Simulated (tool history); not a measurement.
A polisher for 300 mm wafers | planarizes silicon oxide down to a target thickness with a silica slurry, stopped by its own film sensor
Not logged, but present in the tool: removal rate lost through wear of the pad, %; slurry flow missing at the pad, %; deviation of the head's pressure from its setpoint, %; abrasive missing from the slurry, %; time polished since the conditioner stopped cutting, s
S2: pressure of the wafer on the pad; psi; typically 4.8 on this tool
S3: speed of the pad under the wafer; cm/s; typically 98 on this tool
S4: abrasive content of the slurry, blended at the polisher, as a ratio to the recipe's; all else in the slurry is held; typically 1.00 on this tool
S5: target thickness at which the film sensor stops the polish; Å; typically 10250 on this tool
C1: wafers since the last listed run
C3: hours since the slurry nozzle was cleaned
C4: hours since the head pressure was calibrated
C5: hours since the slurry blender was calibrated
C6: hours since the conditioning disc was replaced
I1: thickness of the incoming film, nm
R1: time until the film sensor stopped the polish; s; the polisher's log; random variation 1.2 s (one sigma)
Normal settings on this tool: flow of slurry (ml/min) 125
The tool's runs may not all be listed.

Run 1, hour 0.0: usual settings; C1 0; wafers polished on this pad 286; C3 293.2; C4 863.8; C5 179.4; C6 109.3; I1 1303.8. Result: R1 98.2 s.
Run 2, hour 14.1: usual settings; C1 125; wafers polished on this pad 411; C3 307.3; C4 877.9; C5 193.5; C6 123.4; I1 1290.5. Result: R1 97.4 s.
Run 3, hour 28.0: usual settings; C1 123; wafers polished on this pad 535; C3 321.2; C4 891.8; C5 207.4; C6 137.3; I1 1300.4. Result: R1 100.2 s.
Run 4, hour 38.8: usual settings but S3 116 cm/s; C1 95; wafers polished on this pad 631; C3 332.0; C4 902.6; C5 218.2; C6 148.1; I1 1293.2. Result: R1 87.7 s.
Run 5, hour 48.3: usual settings; C1 84; wafers polished on this pad 715; C3 341.5; C4 912.1; C5 227.7; C6 157.6; I1 1303.0. Result: R1 103.3 s.
Run 6, hour 64.0: usual settings; C1 139; wafers polished on this pad 855; C3 357.2; C4 927.8; C5 243.4; C6 173.3; I1 1281.0. Result: R1 95.5 s.
At hour 70.1: worn pad replaced by a new one.
Run 7, hour 77.2: usual settings but S5 9880 Å; C1 81; wafers polished on this pad 62; C3 370.4; C4 941.0; C5 256.6; C6 186.5; I1 1268.2. Result: R1 102.7 s.
Run 8, hour 95.1: usual settings but S5 9880 Å; C1 159; wafers polished on this pad 221; C3 388.3; C4 958.9; C5 274.5; C6 204.4; I1 1259.7. Result: R1 104.1 s.
Run 9, hour 104.0: usual settings but S5 9880 Å; C1 79; wafers polished on this pad 301; C3 397.2; C4 967.8; C5 283.4; C6 213.3; I1 1278.6. Result: R1 109.2 s.
At hour 115.3: slurry nozzle cleaned.
Run 10, hour 119.9: usual settings; C1 132; wafers polished on this pad 433; C3 4.6; C4 983.7; C5 299.3; C6 229.2; I1 1277.6. Result: R1 94.4 s.
Run 11, hour 128.2: usual settings; C1 73; wafers polished on this pad 507; C3 12.9; C4 992.0; C5 307.6; C6 237.5; I1 1278.1. Result: R1 92.8 s.
Run 12, hour 143.3: usual settings but S2 4.2 psi; C1 134; wafers polished on this pad 641; C3 28.0; C4 1007.1; C5 322.7; C6 252.6; I1 1270.7. Result: R1 105.6 s.
Run 13, hour 149.8: usual settings but S4 1.15; C1 57; wafers polished on this pad 699; C3 34.5; C4 1013.6; C5 329.2; C6 259.1; I1 1276.9. Result: R1 88.0 s.
Run 14, hour 165.8: usual settings but S2 5.8 psi; C1 142; wafers polished on this pad 841; C3 50.5; C4 1029.6; C5 345.2; C6 275.1; I1 1257.2. Result: R1 74.6 s.
At hour 170.8: worn pad replaced by a new one.
Run 15, hour 179.7: usual settings but flow of slurry (ml/min) 85, S4 1.10; C1 87; wafers polished on this pad 79; C3 64.4; C4 1043.5; C5 359.1; C6 289.0; I1 1272.0. Result: R1 102.2 s.
At hour 184.3: slurry blender recalibrated.
Run 16, hour 212.3: usual settings; C1 271; wafers polished on this pad 351; C3 97.0; C4 1076.1; C5 28.0; C6 321.6; I1 1286.7. Result: R1 102.7 s.
At hour 222.6: head pressure recalibrated.
Run 17, hour 223.1: usual settings but flow of slurry (ml/min) 145, S2 6.2 psi, S3 126 cm/s; C1 78; wafers polished on this pad 429; C3 107.8; C4 0.5; C5 38.8; C6 332.4; I1 1275.5. Result: R1 59.2 s.
Run 18, hour 258.6: usual settings but flow of slurry (ml/min) 145, S3 124 cm/s; C1 315; wafers polished on this pad 744; C3 143.3; C4 36.0; C5 74.3; C6 367.9; I1 1255.6. Result: R1 67.5 s.
Run 19, hour 275.1: usual settings but flow of slurry (ml/min) 150, S3 70 cm/s, S4 1.30; C1 146; wafers polished on this pad 891; C3 159.8; C4 52.5; C5 90.8; C6 384.4; I1 1280.7. Result: R1 90.4 s.
Run 20, hour 285.1: usual settings but S3 128 cm/s, S4 1.10, S5 9580 Å; C1 88; wafers polished on this pad 980; C3 169.8; C4 62.5; C5 100.8; C6 394.4; I1 1274.2. Result: R1 91.1 s.
At hour 289.1: worn pad replaced by a new one.
Run 21, hour 300.8: usual settings but S4 1.10; C1 104; wafers polished on this pad 104; C3 185.5; C4 78.2; C5 116.5; C6 410.1; I1 1269.8. Result: R1 80.4 s.
At hour 310.1: conditioning disc replaced and pad reconditioned.
Run 22, hour 350.5: usual settings but flow of slurry (ml/min) 105; C1 423; wafers polished on this pad 528; C3 235.2; C4 127.9; C5 166.2; C6 40.4; I1 1287.9. Result: R1 85.6 s.
Run 23, hour 368.4: usual settings but flow of slurry (ml/min) 150, S3 68 cm/s, S4 0.90, S5 9710 Å; C1 159; wafers polished on this pad 687; C3 253.1; C4 145.8; C5 184.1; C6 58.3; I1 1290.4. Result: R1 125.0 s.
Run 24, hour 374.5: usual settings but S5 9640 Å; C1 54; wafers polished on this pad 741; C3 259.2; C4 151.9; C5 190.2; C6 64.4; I1 1292.1. Result: R1 104.8 s.
Run 25, hour 389.9: usual settings; C1 136; wafers polished on this pad 878; C3 274.6; C4 167.3; C5 205.6; C6 79.8; I1 1275.4. Result: R1 79.5 s.
At hour 402.4: worn pad replaced by a new one.
Run 26, hour 402.9: usual settings but S2 4.0 psi, S4 1.30; C1 79; wafers polished on this pad 4; C3 287.6; C4 180.3; C5 218.6; C6 92.8; I1 1297.9. Result: R1 92.8 s.

What was the tool's hidden state at every run in the log?
removal rate lost through wear of the pad, %: 0, the same for each run
slurry flow missing at the pad, %: 0, the same for each run
abrasive missing from the slurry, %: 0, the same for each run
H1: deviation of the head's pressure from its setpoint, %
H2: time polished since the conditioner stopped cutting, s
run      H1    H2
  1   -8.18   113
  2   -8.43   122
  3   -8.69   130
  4   -8.89   136
  5   -9.07   141
  6   -9.37   148
  7   -9.63   153
  8   -9.99   160
  9   -10.2   163
 10   -10.5   168
 11   -10.7   171
 12     -11   175
 13   -11.1   177
 14   -11.5   181
 15   -11.8   184
 16   -12.5   190
 17   0.431   192
 18   0.417   197
 19   0.402   199
 20    0.39   200
 21   0.367   202
 22    0.26  52.7
 23   0.209  69.9
 24    0.19  75.3
 25   0.138    88
 26  0.0913  97.9
